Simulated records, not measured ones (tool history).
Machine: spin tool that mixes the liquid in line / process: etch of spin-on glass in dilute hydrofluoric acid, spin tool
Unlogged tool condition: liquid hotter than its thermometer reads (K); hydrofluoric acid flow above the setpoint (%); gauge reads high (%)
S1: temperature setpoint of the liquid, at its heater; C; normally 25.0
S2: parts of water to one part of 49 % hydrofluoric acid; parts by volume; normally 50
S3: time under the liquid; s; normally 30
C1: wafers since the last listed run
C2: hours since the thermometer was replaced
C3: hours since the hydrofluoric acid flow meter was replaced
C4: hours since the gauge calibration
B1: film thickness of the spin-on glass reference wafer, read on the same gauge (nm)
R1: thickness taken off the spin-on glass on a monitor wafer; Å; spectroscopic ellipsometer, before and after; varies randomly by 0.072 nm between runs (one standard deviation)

run,hour,S1,S2,S3,C1,C2,C3,C4,B1,R1
1,0.0,25.0,50,30,0,1931.3,983.2,69.4,90.02,208.6
2,13.3,25.0,50,30,119,1944.6,996.5,82.7,90.00,208.7
3,23.0,25.0,65,30,87,1954.3,1006.2,92.4,90.02,157.4
4,31.9,25.0,65,30,79,1963.2,1015.1,101.3,90.03,157.5
5,42.1,25.0,65,30,91,1973.4,1025.3,111.5,90.03,157.1
6,50.3,25.0,50,30,73,1981.6,1033.5,119.7,89.96,208.2
7,60.9,25.0,50,30,95,1992.2,1044.1,130.3,89.97,210.3
# hour 71.3: thermometer replaced
8,71.8,25.0,50,20,88,0.5,1055.0,141.2,89.98,138.9
# hour 83.1: hydrofluoric acid flow meter replaced
9,88.1,25.0,30,45,137,16.8,5.0,157.5,90.05,478.8
# hour 93.4: gauge calibrated
10,99.2,25.0,30,30,99,27.9,16.1,5.8,89.96,317.9
11,115.1,25.0,50,30,142,43.8,32.0,21.7,90.07,186.5
12,125.3,25.0,45,20,91,54.0,42.2,31.9,89.97,139.7
13,140.3,25.0,40,30,134,69.0,57.2,46.9,90.00,237.6
14,155.9,25.0,45,30,139,84.6,72.8,62.5,90.03,209.2
15,166.4,25.0,50,30,94,95.1,83.3,73.0,89.99,187.9
16,173.7,25.0,40,40,65,102.4,90.6,80.3,89.93,317.8

4 ways to go on from here, each from the tool as it stands after run 16. What would each give?
A,174.1,21.0,50,30,3,102.8,91.0,80.7,?,?
B,174.1,20.5,70,20,3,102.8,91.0,80.7,?,?
C,174.1,21.5,60,20,3,102.8,91.0,80.7,?,?
D,174.1,25.0,50,40,3,102.8,91.0,80.7,?,?

run,B1,R1
A,89.97,159.7
B,89.97,72.7
C,89.97,89.5
D,89.97,251.4
Without the tool's hidden state the same runs would have given:
run,R1
A,154.9
B,70.5
C,86.8
D,243.8

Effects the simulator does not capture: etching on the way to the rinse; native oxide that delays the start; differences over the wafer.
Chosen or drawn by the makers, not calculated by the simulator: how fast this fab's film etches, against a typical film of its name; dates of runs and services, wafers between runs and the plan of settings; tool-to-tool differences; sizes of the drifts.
